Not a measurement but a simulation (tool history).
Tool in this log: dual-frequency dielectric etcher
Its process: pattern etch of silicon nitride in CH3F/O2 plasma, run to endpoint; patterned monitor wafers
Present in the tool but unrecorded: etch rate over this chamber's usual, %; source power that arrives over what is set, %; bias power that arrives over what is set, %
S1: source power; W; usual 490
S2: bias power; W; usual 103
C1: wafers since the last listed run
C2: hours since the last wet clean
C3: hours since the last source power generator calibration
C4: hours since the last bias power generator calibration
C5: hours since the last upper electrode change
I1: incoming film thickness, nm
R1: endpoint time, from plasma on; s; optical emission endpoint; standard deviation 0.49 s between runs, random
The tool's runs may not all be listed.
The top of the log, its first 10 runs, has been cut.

run 11 hour=111.9 | S1=490 S2=103 | C1=105 C2=460.7 C3=2102.9 C4=2011.7 C5=3166.3 | I1=92.7 | R1=85.2
run 12 hour=124.7 | S1=490 S2=103 | C1=85 C2=473.5 C3=2115.7 C4=2024.5 C5=3179.1 | I1=92.8 | R1=84.2
run 13 hour=135.3 | S1=490 S2=103 | C1=70 C2=484.1 C3=2126.3 C4=2035.1 C5=3189.7 | I1=93.6 | R1=86.1
-- hour=196.1 upper electrode replaced
-- hour=199.0 wet clean of the chamber
run 14 hour=199.5 | S1=490 S2=110 | C1=248 C2=0.5 C3=2190.5 C4=2099.3 C5=3.4 | I1=92.2 | R1=75.7
run 15 hour=199.8 | S1=490 S2=110 | C1=1 C2=0.8 C3=2190.8 C4=2099.6 C5=3.7 | I1=93.3 | R1=77.7
run 16 hour=200.2 | S1=540 S2=103 | C1=2 C2=1.2 C3=2191.2 C4=2100.0 C5=4.1 | I1=93.1 | R1=77.6
run 17 hour=202.1 | S1=550 S2=112 | C1=12 C2=3.1 C3=2193.1 C4=2101.9 C5=6.0 | I1=92.4 | R1=73.5
run 18 hour=210.5 | S1=490 S2=115 | C1=55 C2=11.5 C3=2201.5 C4=2110.3 C5=14.4 | I1=93.2 | R1=75.6
-- hour=230.1 bias power generator calibrated
run 19 hour=230.6 | S1=380 S2=126 | C1=107 C2=31.6 C3=2221.6 C4=0.5 C5=34.5 | I1=93.2 | R1=79.0
-- hour=246.2 source power generator calibrated
run 20 hour=246.7 | S1=610 S2=103 | C1=80 C2=47.7 C3=0.5 C4=16.6 C5=50.6 | I1=92.7 | R1=73.8
run 21 hour=257.5 | S1=370 S2=121 | C1=71 C2=58.5 C3=11.3 C4=27.4 C5=61.4 | I1=92.8 | R1=82.2
run 22 hour=268.6 | S1=390 S2=116 | C1=73 C2=69.6 C3=22.4 C4=38.5 C5=72.5 | I1=93.7 | R1=83.5
run 23 hour=275.7 | S1=430 S2=89 | C1=47 C2=76.7 C3=29.5 C4=45.6 C5=79.6 | I1=93.2 | R1=93.0
run 24 hour=293.4 | S1=490 S2=103 | C1=117 C2=94.4 C3=47.2 C4=63.3 C5=97.3 | I1=93.8 | R1=81.3
run 25 hour=305.9 | S1=440 S2=89 | C1=83 C2=106.9 C3=59.7 C4=75.8 C5=109.8 | I1=93.8 | R1=91.8
run 26 hour=318.3 | S1=520 S2=119 | C1=82 C2=119.3 C3=72.1 C4=88.2 C5=122.2 | I1=93.1 | R1=73.8
run 27 hour=333.6 | S1=590 S2=103 | C1=101 C2=134.6 C3=87.4 C4=103.5 C5=137.5 | I1=92.1 | R1=74.6
run 28 hour=348.3 | S1=490 S2=103 | C1=97 C2=149.3 C3=102.1 C4=118.2 C5=152.2 | I1=92.7 | R1=81.2
run 29 hour=357.9 | S1=490 S2=103 | C1=63 C2=158.9 C3=111.7 C4=127.8 C5=161.8 | I1=93.1 | R1=81.7
run 30 hour=365.9 | S1=530 S2=91 | C1=53 C2=166.9 C3=119.7 C4=135.8 C5=169.8 | I1=93.2 | R1=84.9
run 31 hour=378.1 | S1=490 S2=103 | C1=81 C2=179.1 C3=131.9 C4=148.0 C5=182.0 | I1=93.3 | R1=81.9
run 32 hour=387.2 | S1=520 S2=114 | C1=60 C2=188.2 C3=141.0 C4=157.1 C5=191.1 | I1=93.3 | R1=75.3
run 33 hour=404.0 | S1=430 S2=116 | C1=111 C2=205.0 C3=157.8 C4=173.9 C5=207.9 | I1=92.9 | R1=81.6

Predict each of these 5 candidate next runs independently; none follows another, all start after run 33:
run A hour=404.5 | S1=490 S2=103 | C1=3 C2=205.5 C3=158.3 C4=174.4 C5=208.4 | I1=92.4 | R1=?
run B hour=404.5 | S1=540 S2=78 | C1=3 C2=205.5 C3=158.3 C4=174.4 C5=208.4 | I1=92.4 | R1=?
run C hour=404.5 | S1=400 S2=116 | C1=3 C2=205.5 C3=158.3 C4=174.4 C5=208.4 | I1=92.4 | R1=?
run D hour=404.5 | S1=590 S2=118 | C1=3 C2=205.5 C3=158.3 C4=174.4 C5=208.4 | I1=92.4 | R1=?
run E hour=404.5 | S1=550 S2=128 | C1=3 C2=205.5 C3=158.3 C4=174.4 C5=208.4 | I1=92.4 | R1=?

run=A R1=81.2
run=B R1=91.2
run=C R1=82.2
run=D R1=70.4
run=E R1=69.3
Stripped of hidden state, with their random variation kept, the same runs would have yielded:
run=A R1=80.0
run=B R1=89.8
run=C R1=81.0
run=D R1=69.4
run=E R1=68.3
